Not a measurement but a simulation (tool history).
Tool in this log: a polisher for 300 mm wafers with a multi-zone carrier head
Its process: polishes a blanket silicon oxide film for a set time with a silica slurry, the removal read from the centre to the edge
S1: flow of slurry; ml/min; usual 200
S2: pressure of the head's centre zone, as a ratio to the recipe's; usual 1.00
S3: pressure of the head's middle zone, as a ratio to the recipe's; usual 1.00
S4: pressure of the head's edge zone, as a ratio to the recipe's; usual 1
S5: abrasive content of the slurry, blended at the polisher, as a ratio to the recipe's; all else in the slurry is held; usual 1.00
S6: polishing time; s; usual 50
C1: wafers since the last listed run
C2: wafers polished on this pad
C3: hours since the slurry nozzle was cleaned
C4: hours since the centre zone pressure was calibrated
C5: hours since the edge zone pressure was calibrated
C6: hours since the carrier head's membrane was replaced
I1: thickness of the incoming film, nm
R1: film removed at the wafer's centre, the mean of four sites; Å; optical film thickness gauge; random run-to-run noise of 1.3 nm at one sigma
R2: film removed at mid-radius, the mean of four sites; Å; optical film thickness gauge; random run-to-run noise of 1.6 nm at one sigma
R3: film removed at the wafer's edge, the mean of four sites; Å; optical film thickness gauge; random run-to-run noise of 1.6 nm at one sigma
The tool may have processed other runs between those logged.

Run 1, hour 0.0: usual settings but S1 165 ml/min, S3 0.92; C1 0; C2 652; C3 263.0; C4 158.9; C5 452.2; C6 372.5; I1 1883.8. Result: R1 1476 Å, R2 1341 Å, R3 1485 Å.
At hour 35.5: slurry nozzle cleaned.
Run 2, hour 52.6: usual settings; C1 571; C2 1223; C3 17.1; C4 211.5; C5 504.8; C6 425.1; I1 1859.9. Result: R1 1696 Å, R2 1599 Å, R3 1602 Å.
At hour 73.5: worn pad replaced by a new one.
Run 3, hour 76.9: usual settings; C1 224; C2 37; C3 41.4; C4 235.8; C5 529.1; C6 449.4; I1 1857.3. Result: R1 1722 Å, R2 1641 Å, R3 1621 Å.
At hour 107.0: carrier head's membrane replaced by a new one.
Run 4, hour 144.3: usual settings; C1 690; C2 727; C3 108.8; C4 303.2; C5 596.5; C6 37.3; I1 1863.3. Result: R1 1700 Å, R2 1586 Å, R3 1615 Å.
Run 5, hour 214.9: usual settings; C1 781; C2 1509; C3 179.4; C4 373.8; C5 667.1; C6 107.9; I1 1860.2. Result: R1 1673 Å, R2 1592 Å, R3 1581 Å.
At hour 239.4: worn pad replaced by a new one.
Run 6, hour 254.4: usual settings; C1 392; C2 165; C3 218.9; C4 413.3; C5 706.6; C6 147.4; I1 1876.7. Result: R1 1644 Å, R2 1570 Å, R3 1568 Å.
Run 7, hour 281.3: usual settings; C1 297; C2 463; C3 245.8; C4 440.2; C5 733.5; C6 174.3; I1 1881.8. Result: R1 1633 Å, R2 1532 Å, R3 1552 Å.
Run 8, hour 318.6: usual settings; C1 412; C2 876; C3 283.1; C4 477.5; C5 770.8; C6 211.6; I1 1860.1. Result: R1 1603 Å, R2 1500 Å, R3 1539 Å.
At hour 336.6: slurry nozzle cleaned.
At hour 350.7: edge zone pressure recalibrated.
Run 9, hour 387.7: usual settings but S1 245 ml/min, S2 0.95, S5 0.90; C1 731; C2 1607; C3 51.1; C4 546.6; C5 37.0; C6 280.7; I1 1857.5. Result: R1 1562 Å, R2 1542 Å, R3 1560 Å.
At hour 396.1: worn pad replaced by a new one.
Run 10, hour 414.6: usual settings but S1 220 ml/min; C1 253; C2 205; C3 78.0; C4 573.5; C5 63.9; C6 307.6; I1 1905.5. Result: R1 1742 Å, R2 1624 Å, R3 1611 Å.
Run 11, hour 441.5: usual settings but S3 1.10, S5 1.10; C1 297; C2 502; C3 104.9; C4 600.4; C5 90.8; C6 334.5; I1 1872.6. Result: R1 1818 Å, R2 1824 Å, R3 1705 Å.
At hour 464.0: centre zone pressure recalibrated.
Run 12, hour 504.4: usual settings but S2 0.90, S5 0.85; C1 673; C2 1176; C3 167.8; C4 40.4; C5 153.7; C6 397.4; I1 1891.2. Result: R1 1316 Å, R2 1437 Å, R3 1439 Å.
At hour 524.0: worn pad replaced by a new one.
Run 13, hour 566.7: usual settings but S1 245 ml/min, S2 0.95, S5 0.90; C1 645; C2 472; C3 230.1; C4 102.7; C5 216.0; C6 459.7; I1 1868.2. Result: R1 1512 Å, R2 1511 Å, R3 1501 Å.

Predict the results of run 14:
At hour 593.0: carrier head's membrane replaced by a new one.
At hour 613.1: slurry nozzle cleaned.
Run 14, hour 626.6: usual settings but S5 0.80; C1 596; C2 1068; C3 13.5; C4 162.6; C5 275.9; C6 33.6; I1 1856.1. Result: R1 ?, R2 ?, R3 ?.

R1: 1443 Å
R2: 1350 Å
R3: 1356 Å
Take away the tool's hidden state, keep the run-to-run variation as it was, and the same run would have given R1 1421 Å, R2 1357 Å, R3 1361 Å.
